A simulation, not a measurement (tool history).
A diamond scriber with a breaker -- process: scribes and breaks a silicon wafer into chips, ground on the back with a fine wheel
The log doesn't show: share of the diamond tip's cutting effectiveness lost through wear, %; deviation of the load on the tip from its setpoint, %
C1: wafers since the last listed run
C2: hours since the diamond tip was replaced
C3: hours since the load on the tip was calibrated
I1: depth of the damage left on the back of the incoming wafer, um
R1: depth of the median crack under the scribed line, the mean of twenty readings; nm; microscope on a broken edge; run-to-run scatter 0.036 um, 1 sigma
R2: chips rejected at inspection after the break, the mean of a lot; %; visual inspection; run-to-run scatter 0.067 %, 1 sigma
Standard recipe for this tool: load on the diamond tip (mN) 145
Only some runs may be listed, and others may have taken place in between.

run 1 hour=0 | load_on_the_diamond_tip_(mN)=145 | C1=0 C2=133.6 C3=1737.3 | I1=2.88 | R1=8240 R2=14.9
run 2 hour=9.3 | load_on_the_diamond_tip_(mN)=145 | C1=17 C2=142.9 C3=1746.6 | I1=2.04 | R1=8170 R2=11.88
run 3 hour=24.9 | load_on_the_diamond_tip_(mN)=145 | C1=29 C2=158.5 C3=1762.2 | I1=2.67 | R1=8160 R2=14.26
run 4 hour=40.3 | load_on_the_diamond_tip_(mN)=116 | C1=28 C2=173.9 C3=1777.6 | I1=2.47 | R1=6570 R2=45.88
run 5 hour=55.8 | load_on_the_diamond_tip_(mN)=116 | C1=28 C2=189.4 C3=1793.1 | I1=2.53 | R1=6600 R2=48.36
run 6 hour=71 | load_on_the_diamond_tip_(mN)=133 | C1=28 C2=204.6 C3=1808.3 | I1=1.58 | R1=7480 R2=23.77
run 7 hour=81.7 | load_on_the_diamond_tip_(mN)=133 | C1=19 C2=215.3 C3=1819 | I1=2.29 | R1=7450 R2=28.2
-- hour=89.7 diamond tip replaced by a new one
run 8 hour=96.4 | load_on_the_diamond_tip_(mN)=133 | C1=23 C2=6.7 C3=1833.7 | I1=2.05 | R1=7700 R2=20.3
run 9 hour=110.8 | load_on_the_diamond_tip_(mN)=145 | C1=26 C2=21.1 C3=1848.1 | I1=2.92 | R1=8270 R2=14.67
run 10 hour=122 | load_on_the_diamond_tip_(mN)=174 | C1=20 C2=32.3 C3=1859.3 | I1=2.56 | R1=9710 R2=2.78
run 11 hour=145.6 | load_on_the_diamond_tip_(mN)=173 | C1=43 C2=55.9 C3=1882.9 | I1=2.56 | R1=9660 R2=2.85
run 12 hour=158.5 | load_on_the_diamond_tip_(mN)=102 | C1=24 C2=68.8 C3=1895.8 | I1=2.63 | R1=5880 R2=66.98
-- hour=171.4 load on the tip recalibrated
run 13 hour=171.9 | load_on_the_diamond_tip_(mN)=129 | C1=21 C2=82.2 C3=0.5 | I1=1.97 | R1=8820 R2=5.1
run 14 hour=177.5 | load_on_the_diamond_tip_(mN)=183 | C1=10 C2=87.8 C3=6.1 | I1=1.92 | R1=12090 R2=17.51
run 15 hour=194 | load_on_the_diamond_tip_(mN)=105 | C1=30 C2=104.3 C3=22.6 | I1=1.94 | R1=7160 R2=34.42
run 16 hour=204.9 | load_on_the_diamond_tip_(mN)=145 | C1=20 C2=115.2 C3=33.5 | I1=2.16 | R1=9660 R2=1.75
run 17 hour=221.1 | load_on_the_diamond_tip_(mN)=122 | C1=30 C2=131.4 C3=49.7 | I1=2.33 | R1=8210 R2=13.11
run 18 hour=230.2 | load_on_the_diamond_tip_(mN)=145 | C1=16 C2=140.5 C3=58.8 | I1=1.5 | R1=9610 R2=1.01

Each row is a separate what-if for the run after 18, all from the same tool condition, not one after another. Results?
run A hour=230.9 | load_on_the_diamond_tip_(mN)=113 | C1=1 C2=141.2 C3=59.5 | I1=1.68 | R1=? R2=?
run B hour=230.9 | load_on_the_diamond_tip_(mN)=119 | C1=1 C2=141.2 C3=59.5 | I1=1.68 | R1=? R2=?
run C hour=230.9 | load_on_the_diamond_tip_(mN)=132 | C1=1 C2=141.2 C3=59.5 | I1=1.68 | R1=? R2=?
run D hour=230.9 | load_on_the_diamond_tip_(mN)=180 | C1=1 C2=141.2 C3=59.5 | I1=1.68 | R1=? R2=?

run=A R1=7570 R2=21.37
run=B R1=7960 R2=14.42
run=C R1=8790 R2=4.57
run=D R1=11580 R2=11.71
The same runs, with their run-to-run variation unchanged, on a tool lacking any hidden condition would have given:
run=A R1=7650 R2=19.87
run=B R1=8050 R2=13.14
run=C R1=8890 R2=3.87
run=D R1=11700 R2=12.93

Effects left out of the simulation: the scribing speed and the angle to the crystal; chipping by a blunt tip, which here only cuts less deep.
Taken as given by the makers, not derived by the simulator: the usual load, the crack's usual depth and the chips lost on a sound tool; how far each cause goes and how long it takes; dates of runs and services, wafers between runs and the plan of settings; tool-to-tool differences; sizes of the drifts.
